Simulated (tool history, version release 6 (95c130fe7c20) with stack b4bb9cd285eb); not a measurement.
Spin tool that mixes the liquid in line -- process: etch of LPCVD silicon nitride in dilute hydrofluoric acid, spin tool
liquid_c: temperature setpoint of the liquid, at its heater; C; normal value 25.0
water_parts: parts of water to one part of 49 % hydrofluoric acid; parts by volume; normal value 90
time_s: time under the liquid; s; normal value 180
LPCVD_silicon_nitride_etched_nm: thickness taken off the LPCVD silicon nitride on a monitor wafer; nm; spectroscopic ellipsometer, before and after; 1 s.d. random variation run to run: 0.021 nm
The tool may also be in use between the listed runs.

| run | hour | liquid_c | water_parts | time_s | read-back film thickness of the LPCVD silicon nitride reference wafer, read on the same gauge (nm) | LPCVD_silicon_nitride_etched_nm |
|---|---|---|---|---|---|---|
| 1 | 0.0 | 25.0 | 90 | 180 | 40.019 | 1.334 |
| 2 | 33.8 | 25.0 | 90 | 180 | 39.993 | 1.143 |
| 3 | 51.1 | 25.0 | 90 | 180 | 40.039 | 1.139 |
| 4 | 79.9 | 25.0 | 90 | 180 | 40.033 | 1.163 |
| 5 | 92.3 | 25.0 | 90 | 180 | 40.007 | 1.148 |
| 6 | 112.9 | 25.0 | 90 | 180 | 40.007 | 1.160 |
| 7 | 140.3 | 25.0 | 90 | 130 | 40.013 | 0.865 |
| 8 | 156.7 | 25.0 | 90 | 180 | 40.001 | 1.189 |
| 9 | 177.9 | 25.0 | 90 | 180 | 40.001 | 1.196 |
| 10 | 207.9 | 27.0 | 90 | 180 | 40.017 | 1.358 |
| 11 | 234.6 | 27.0 | 90 | 180 | 39.961 | 1.417 |
| 12 | 264.0 | 25.0 | 90 | 180 | 39.997 | 1.246 |
| 13 | 289.4 | 25.0 | 90 | 180 | 40.009 | 1.222 |
| 14 | 311.6 | 25.0 | 90 | 180 | 39.965 | 1.198 |
| 15 | 341.2 | 25.0 | 90 | 180 | 40.002 | 1.240 |
| 16 | 372.4 | 25.0 | 90 | 180 | 40.000 | 1.223 |
| 17 | 390.2 | 29.5 | 70 | 285 | 39.962 | 3.359 |
| 18 | 410.1 | 29.0 | 55 | 125 | 40.003 | 1.857 |
| 19 | 422.6 | 25.0 | 90 | 180 | 40.014 | 1.292 |
| 20 | 442.6 | 23.0 | 75 | 180 | 40.005 | 1.346 |
| 21 | 457.7 | 21.0 | 90 | 120 | 39.994 | 0.662 |
| 22 | 481.8 | 25.0 | 125 | 210 | 39.994 | 1.064 |
| 23 | 494.1 | 25.0 | 55 | 90 | 40.012 | 1.090 |
| 24 | 523.4 | 25.0 | 90 | 180 | 40.019 | 1.157 |
| 25 | 553.7 | 25.0 | 90 | 180 | 39.999 | 1.193 |
| 26 | 580.9 | 26.5 | 90 | 180 | 39.997 | 1.270 |
| 27 | 614.1 | 27.5 | 55 | 265 | 39.988 | 3.304 |
| 28 | 639.7 | 29.5 | 90 | 180 | 39.975 | 1.600 |
| 29 | 673.2 | 22.0 | 60 | 180 | 40.008 | 1.441 |
| 30 | 690.3 | 22.5 | 90 | 180 | 39.976 | 1.020 |
| 31 | 704.3 | 25.0 | 55 | 265 | 39.986 | 2.811 |
| 32 | 736.8 | 25.0 | 115 | 180 | 40.003 | 0.928 |

Taken out of this log: 4 entries between the listed runs. Where each belongs, and how the hidden state differs across it:
In the gap between runs 1 and 2: thermometer replaced (hour 14.2)
  liquid hotter than its thermometer reads (K): 2.63 -> 0.117
  the result without the hidden state subtracted from the measured one, LPCVD_silicon_nitride_etched_nm: +0.210 -> +0.009 nm
In the gap between runs 11 and 12: gauge calibrated (hour 243.1)
  liquid hotter than its thermometer reads (K): 1.04 -> 1.17
  the result without the hidden state subtracted from the measured one, LPCVD_silicon_nitride_etched_nm: +0.092 -> +0.092 nm
In the gap between runs 16 and 17: hydrofluoric acid flow meter replaced (hour 382.8)
  liquid hotter than its thermometer reads (K): 1.67 -> 1.75
  the result without the hidden state subtracted from the measured one, LPCVD_silicon_nitride_etched_nm: +0.126 -> +0.353 nm
In the gap between runs 23 and 24: thermometer replaced (hour 523.0)
  liquid hotter than its thermometer reads (K): 2.23 -> 0.0338
  the result without the hidden state subtracted from the measured one, LPCVD_silicon_nitride_etched_nm: +0.149 -> +0.002 nm

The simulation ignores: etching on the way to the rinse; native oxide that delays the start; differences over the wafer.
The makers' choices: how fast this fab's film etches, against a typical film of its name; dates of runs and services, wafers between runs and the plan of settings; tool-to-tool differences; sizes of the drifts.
